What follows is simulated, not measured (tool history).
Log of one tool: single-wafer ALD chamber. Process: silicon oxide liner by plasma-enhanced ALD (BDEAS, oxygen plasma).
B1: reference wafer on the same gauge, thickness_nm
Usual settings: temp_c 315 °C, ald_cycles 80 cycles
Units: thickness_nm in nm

Run 1, hour 0: usual settings; B1 9.252. Result: thickness_nm 8.042 nm.
Run 2, hour 164.1: usual settings; B1 9.253. Result: thickness_nm 8.057 nm.
Run 3, hour 231.5: usual settings; B1 9.253. Result: thickness_nm 8.084 nm.
Run 4, hour 261.3: usual settings; B1 9.253. Result: thickness_nm 8.112 nm.
At hour 304: gauge calibrated.
Run 5, hour 328.9: usual settings but temp_c 306 °C; B1 9.248. Result: thickness_nm 8.202 nm.
Run 6, hour 361.3: usual settings; B1 9.254. Result: thickness_nm 8.069 nm.
Run 7, hour 395.6: usual settings; B1 9.25. Result: thickness_nm 8.064 nm.
At hour 452.5: thermocouple changed; heater temperature recalibrated.
Run 8, hour 453: usual settings; B1 9.252. Result: thickness_nm 8.082 nm.
Run 9, hour 488.8: usual settings but temp_c 308 °C, ald_cycles 89 cycles; B1 9.246. Result: thickness_nm 9.11 nm.
Run 10, hour 514.8: usual settings but temp_c 323 °C, ald_cycles 86 cycles; B1 9.243. Result: thickness_nm 8.579 nm.
Run 11, hour 577.2: usual settings but temp_c 323 °C, ald_cycles 86 cycles; B1 9.253. Result: thickness_nm 8.571 nm.
Run 12, hour 607.9: usual settings; B1 9.247. Result: thickness_nm 8.118 nm.
Run 13, hour 634.9: usual settings but temp_c 305 °C, ald_cycles 64 cycles; B1 9.251. Result: thickness_nm 6.557 nm.
Run 14, hour 677.7: usual settings but temp_c 308 °C; B1 9.249. Result: thickness_nm 8.191 nm.
Run 15, hour 718.2: usual settings; B1 9.247. Result: thickness_nm 8.096 nm.
Run 16, hour 782.6: usual settings but temp_c 321 °C, ald_cycles 94 cycles; B1 9.25. Result: thickness_nm 9.408 nm.

5 ways to go on from here, each from the tool as it stands after run 16. What would each give?
Run A, hour 783.1: usual settings but ald_cycles 71 cycles; B1 ?. Result: thickness_nm ?.
Run B, hour 783.1: usual settings but ald_cycles 93 cycles; B1 ?. Result: thickness_nm ?.
Run C, hour 783.1: usual settings but temp_c 324 °C, ald_cycles 89 cycles; B1 ?. Result: thickness_nm ?.
Run D, hour 783.1: usual settings but temp_c 309 °C; B1 ?. Result: thickness_nm ?.
Run E, hour 783.1: usual settings but temp_c 326 °C, ald_cycles 66 cycles; B1 ?. Result: thickness_nm ?.

run     B1  thickness_nm
  A  9.245         7.183
  B  9.245         9.409
  C  9.245         8.872
  D  9.245         8.172
  E  9.245         6.557
Without the tool's hidden state the same runs would have given:
run  thickness_nm
  A         7.183
  B         9.409
  C         8.872
  D         8.172
  E         6.557
